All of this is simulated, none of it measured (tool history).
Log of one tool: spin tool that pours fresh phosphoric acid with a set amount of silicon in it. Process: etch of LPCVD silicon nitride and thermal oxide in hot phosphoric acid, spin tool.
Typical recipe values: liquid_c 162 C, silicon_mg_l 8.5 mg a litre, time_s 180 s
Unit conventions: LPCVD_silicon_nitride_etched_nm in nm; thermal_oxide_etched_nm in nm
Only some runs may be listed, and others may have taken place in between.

| run | hour | liquid_c | silicon_mg_l | time_s | read-back film thickness of the LPCVD silicon nitride reference wafer, read on the same gauge (nm) | read-back film thickness of the thermal oxide reference wafer, read on the same gauge (nm) | LPCVD_silicon_nitride_etched_nm | thermal_oxide_etched_nm |
|---|---|---|---|---|---|---|---|---|
| 1 | 0 | 162 | 8.5 | 180 | 99.97 | 29.997 | 16.63 | 0.452 |
| 2 | 38.3 | 162 | 8.5 | 215 | 100.02 | 30.018 | 19.82 | 0.593 |
| 3 | 91.2 | 162 | 8.5 | 215 | 100 | 29.994 | 19.63 | 0.583 |
| 4 | 122.8 | 162 | 8.5 | 215 | 100 | 30.013 | 19.79 | 0.555 |
| 5 | 172.8 | 162 | 8.5 | 180 | 99.98 | 29.985 | 16.55 | 0.458 |
| 6 | 217.8 | 162 | 6.5 | 180 | 99.99 | 30.023 | 16.51 | 0.513 |
| 7 | 255.6 | 163.5 | 12.5 | 225 | 100.01 | 29.996 | 21.51 | 0.589 |
| 8 | 290 | 163.5 | 13.5 | 75 | 99.96 | 30.027 | 7.52 | 0.215 |
| 9 | 329.1 | 165 | 14.5 | 235 | 99.98 | 29.999 | 24.74 | 0.694 |
| 10 | 359.1 | 162 | 11 | 180 | 100.01 | 30.027 | 17.2 | 0.511 |
| 11 | 409.7 | 162 | 8.5 | 180 | 100.02 | 29.975 | 17.14 | 0.469 |
| 12 | 433.7 | 162 | 8.5 | 180 | 100 | 29.995 | 17.1 | 0.529 |
| 13 | 505.2 | 159 | 3 | 245 | 100 | 30.005 | 20.88 | 0.619 |
| 14 | 571.7 | 160 | 6.5 | 255 | 100.02 | 29.987 | 22.4 | 0.628 |
| 15 | 604.8 | 162 | 8.5 | 235 | 100 | 29.98 | 22.1 | 0.603 |
| 16 | 674.7 | 163.5 | 11 | 180 | 99.96 | 29.986 | 17.81 | 0.53 |
| 17 | 733.9 | 164.5 | 14.5 | 180 | 99.99 | 29.998 | 18.37 | 0.459 |
| 18 | 804.5 | 162 | 8.5 | 180 | 100.02 | 29.994 | 16.73 | 0.485 |
| 19 | 853.7 | 162 | 8.5 | 180 | 100 | 30.01 | 16.69 | 0.507 |
| 20 | 911.8 | 163 | 13 | 130 | 99.99 | 29.998 | 12.5 | 0.338 |
| 21 | 954.6 | 163.5 | 8.5 | 180 | 99.98 | 29.997 | 17.51 | 0.534 |
| 22 | 1004 | 162 | 8.5 | 180 | 99.99 | 30.002 | 16.65 | 0.48 |

Withheld: 2 entries from between the runs. Position of each, and hidden state at the listed run before versus the listed run after:
Between runs 7 and 8: heated supply line repaired (hour 258.8)
  temperature lost on the way to the wafer (K): 1.68 -> 0.292
  what was measured, less what the result would be without the hidden state, LPCVD_silicon_nitride_etched_nm: -1.23 -> -0.08 nm; thermal_oxide_etched_nm: -0.077 -> -0.005 nm
Between runs 8 and 9: dissolved silicon flow meter replaced (hour 311.9)
  temperature lost on the way to the wafer (K): 0.292 -> 0.343
  what was measured, less what the result would be without the hidden state, LPCVD_silicon_nitride_etched_nm: -0.08 -> -0.28 nm; thermal_oxide_etched_nm: -0.005 -> -0.017 nm
